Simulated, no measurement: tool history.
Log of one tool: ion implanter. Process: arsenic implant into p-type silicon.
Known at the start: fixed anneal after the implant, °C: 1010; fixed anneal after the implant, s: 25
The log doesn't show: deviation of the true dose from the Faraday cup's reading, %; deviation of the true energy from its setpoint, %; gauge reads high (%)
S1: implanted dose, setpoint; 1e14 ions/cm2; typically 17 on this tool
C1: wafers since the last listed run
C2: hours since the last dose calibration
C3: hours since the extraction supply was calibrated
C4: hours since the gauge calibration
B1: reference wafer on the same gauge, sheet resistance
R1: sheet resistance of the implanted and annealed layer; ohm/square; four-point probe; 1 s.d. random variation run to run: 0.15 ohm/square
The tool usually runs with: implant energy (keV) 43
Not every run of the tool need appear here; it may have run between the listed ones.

Run 1, hour 0: usual settings but implant energy (keV) 31.5; C1 0; C2 1145.7; C3 4026; C4 414.8; B1 77.57. Result: R1 87.94 ohm/square.
Run 2, hour 92.5: usual settings but S1 18.66 1e14 ions/cm2; C1 3149; C2 1238.2; C3 4118.5; C4 507.3; B1 77.52. Result: R1 76.7 ohm/square.
Run 3, hour 126.3: usual settings but S1 18.66 1e14 ions/cm2; C1 1151; C2 1272; C3 4152.3; C4 541.1; B1 77.49. Result: R1 76.66 ohm/square.
Run 4, hour 149: usual settings but S1 14.08 1e14 ions/cm2; C1 773; C2 1294.7; C3 4175; C4 563.8; B1 77.46. Result: R1 87.21 ohm/square.
Run 5, hour 179.9: usual settings but S1 14.08 1e14 ions/cm2; C1 1052; C2 1325.6; C3 4205.9; C4 594.7; B1 77.53. Result: R1 87.09 ohm/square.
Run 6, hour 255.8: usual settings but S1 20.88 1e14 ions/cm2; C1 2584; C2 1401.5; C3 4281.8; C4 670.6; B1 77.51. Result: R1 73.56 ohm/square.
Run 7, hour 282.5: usual settings but S1 20.88 1e14 ions/cm2; C1 909; C2 1428.2; C3 4308.5; C4 697.3; B1 77.49. Result: R1 73.44 ohm/square.
Run 8, hour 385.3: usual settings but S1 20.88 1e14 ions/cm2; C1 3500; C2 1531; C3 4411.3; C4 800.1; B1 77.49. Result: R1 73.43 ohm/square.
Run 9, hour 400.9: usual settings but S1 20.86 1e14 ions/cm2; C1 531; C2 1546.6; C3 4426.9; C4 815.7; B1 77.51. Result: R1 73.48 ohm/square.
At hour 405.6: gauge calibrated.
Run 10, hour 422.6: usual settings; C1 738; C2 1568.3; C3 4448.6; C4 17; B1 77.51. Result: R1 79.54 ohm/square.
Run 11, hour 448.4: usual settings; C1 878; C2 1594.1; C3 4474.4; C4 42.8; B1 77.52. Result: R1 79.61 ohm/square.
Run 12, hour 479: usual settings; C1 1042; C2 1624.7; C3 4505; C4 73.4; B1 77.5. Result: R1 79.35 ohm/square.
At hour 492.3: extraction supply calibrated.
Run 13, hour 509.5: usual settings; C1 766; C2 1655.2; C3 17.2; C4 103.9; B1 77.49. Result: R1 79.48 ohm/square.
Run 14, hour 543.7: usual settings; C1 1164; C2 1689.4; C3 51.4; C4 138.1; B1 77.51. Result: R1 79.48 ohm/square.
Run 15, hour 579.4: usual settings but S1 20.84 1e14 ions/cm2, implant energy (keV) 31.5; C1 1215; C2 1725.1; C3 87.1; C4 173.8; B1 77.5. Result: R1 83.01 ohm/square.
Run 16, hour 615.3: usual settings but S1 19.66 1e14 ions/cm2, implant energy (keV) 31.5; C1 1222; C2 1761; C3 123; C4 209.7; B1 77.5. Result: R1 84.07 ohm/square.
Run 17, hour 642.2: usual settings but S1 20.84 1e14 ions/cm2, implant energy (keV) 31.5; C1 916; C2 1787.9; C3 149.9; C4 236.6; B1 77.52. Result: R1 83.21 ohm/square.
Run 18, hour 675.1: usual settings; C1 1120; C2 1820.8; C3 182.8; C4 269.5; B1 77.56. Result: R1 79.45 ohm/square.
Run 19, hour 702.2: usual settings; C1 922; C2 1847.9; C3 209.9; C4 296.6; B1 77.45. Result: R1 79.83 ohm/square.
Run 20, hour 734.9: usual settings but S1 19.23 1e14 ions/cm2, implant energy (keV) 53; C1 1113; C2 1880.6; C3 242.6; C4 329.3; B1 77.53. Result: R1 70.13 ohm/square.
At hour 746.7: Faraday cup replaced and dose calibrated.
Run 21, hour 761.1: usual settings but S1 18.79 1e14 ions/cm2; C1 619; C2 14.4; C3 268.8; C4 355.5; B1 77.47. Result: R1 77.5 ohm/square.
Run 22, hour 784.6: usual settings but S1 21.72 1e14 ions/cm2; C1 800; C2 37.9; C3 292.3; C4 379; B1 77.54. Result: R1 73.64 ohm/square.
Run 23, hour 807.7: usual settings; C1 786; C2 61; C3 315.4; C4 402.1; B1 77.47. Result: R1 81.06 ohm/square.
Run 24, hour 842.4: usual settings but S1 19.77 1e14 ions/cm2, implant energy (keV) 38; C1 1181; C2 95.7; C3 350.1; C4 436.8; B1 77.49. Result: R1 79.76 ohm/square.
Run 25, hour 866.5: usual settings but S1 20.73 1e14 ions/cm2, implant energy (keV) 30; C1 820; C2 119.8; C3 374.2; C4 460.9; B1 77.47. Result: R1 85.39 ohm/square.
Run 26, hour 882.6: usual settings; C1 548; C2 135.9; C3 390.3; C4 477; B1 77.48. Result: R1 81.08 ohm/square.

Predict the results of run 27:
Run 27, hour 914.3: usual settings but S1 12.48 1e14 ions/cm2, implant energy (keV) 29; C1 1079; C2 167.6; C3 422; C4 508.7; B1 ?. Result: R1 ?.

For run 27 the tool returned B1 77.46, R1 104.19 ohm/square.
Without the tool's hidden state the same run would have given R1 104.59 ohm/square.
